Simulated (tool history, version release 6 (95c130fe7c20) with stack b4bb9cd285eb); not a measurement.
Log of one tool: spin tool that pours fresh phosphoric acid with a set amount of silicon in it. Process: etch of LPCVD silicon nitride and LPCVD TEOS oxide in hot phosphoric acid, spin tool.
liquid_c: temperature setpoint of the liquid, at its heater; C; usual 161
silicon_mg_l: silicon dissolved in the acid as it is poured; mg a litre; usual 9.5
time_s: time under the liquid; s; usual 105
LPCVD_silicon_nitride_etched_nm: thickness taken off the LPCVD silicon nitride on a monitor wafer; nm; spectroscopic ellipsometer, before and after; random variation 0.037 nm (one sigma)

| run | hour | liquid_c | silicon_mg_l | time_s | read-back film thickness of the LPCVD silicon nitride reference wafer, read on the same gauge (nm) | LPCVD_silicon_nitride_etched_nm |
|---|---|---|---|---|---|---|
| 1 | 0 | 161 | 9.5 | 105 | 119.99 | 12.42 |
| 2 | 12.8 | 161 | 9.5 | 105 | 120 | 12.41 |
| 3 | 21.9 | 161 | 9.5 | 105 | 120 | 12.32 |
|  | 24.5 | gauge calibrated |
| 4 | 38.2 | 162 | 9.5 | 105 | 120.01 | 12.75 |
| 5 | 53.1 | 161 | 9.5 | 105 | 120.01 | 12.36 |
| 6 | 60.1 | 163 | 11.5 | 130 | 120 | 16.36 |
| 7 | 113 | 161 | 17 | 140 | 120 | 16.49 |
|  | 117.9 | thermometer replaced |
| 8 | 123.8 | 161 | 9.5 | 105 | 119.98 | 11.41 |
| 9 | 138.1 | 161 | 9.5 | 105 | 119.98 | 11.37 |
|  | 150.3 | dissolved silicon flow meter replaced |
| 10 | 155.2 | 159.5 | 6.5 | 55 | 120.01 | 5.67 |
| 11 | 167.2 | 163 | 11.5 | 130 | 119.97 | 15.11 |
| 12 | 180.7 | 163 | 9.5 | 160 | 120 | 18.44 |
| 13 | 197.1 | 159 | 6 | 105 | 120.01 | 10.62 |
| 14 | 211.5 | 161 | 12.5 | 105 | 120 | 11.37 |
| 15 | 217.9 | 161 | 9.5 | 105 | 119.97 | 11.42 |
| 16 | 228.3 | 161 | 13 | 105 | 120.02 | 11.38 |
| 17 | 238.3 | 160 | 12 | 125 | 119.99 | 13.14 |
| 18 | 256.2 | 161 | 9.5 | 85 | 120 | 9.19 |
| 19 | 274.1 | 161 | 9.5 | 165 | 119.99 | 17.95 |
| 20 | 284.9 | 159 | 13.5 | 105 | 120.02 | 10.64 |
| 21 | 296.2 | 162.5 | 2 | 50 | 120.02 | 5.73 |

The same runs without the tool's hidden state, with the same run-to-run variation:
The hidden state here: liquid hotter than its thermometer reads (K); dissolved silicon flow below the setpoint (%); temperature lost on the way to the wafer (K); gauge reads high (%).
| run | LPCVD_silicon_nitride_etched_nm |
|---|---|
| 1 | 11.49 |
| 2 | 11.48 |
| 3 | 11.4 |
| 4 | 11.8 |
| 5 | 11.44 |
| 6 | 15.15 |
| 7 | 15.26 |
| 8 | 11.45 |
| 9 | 11.42 |
| 10 | 5.69 |
| 11 | 15.18 |
| 12 | 18.52 |
| 13 | 10.67 |
| 14 | 11.42 |
| 15 | 11.48 |
| 16 | 11.44 |
| 17 | 13.21 |
| 18 | 9.24 |
| 19 | 18.04 |
| 20 | 10.7 |
| 21 | 5.76 |

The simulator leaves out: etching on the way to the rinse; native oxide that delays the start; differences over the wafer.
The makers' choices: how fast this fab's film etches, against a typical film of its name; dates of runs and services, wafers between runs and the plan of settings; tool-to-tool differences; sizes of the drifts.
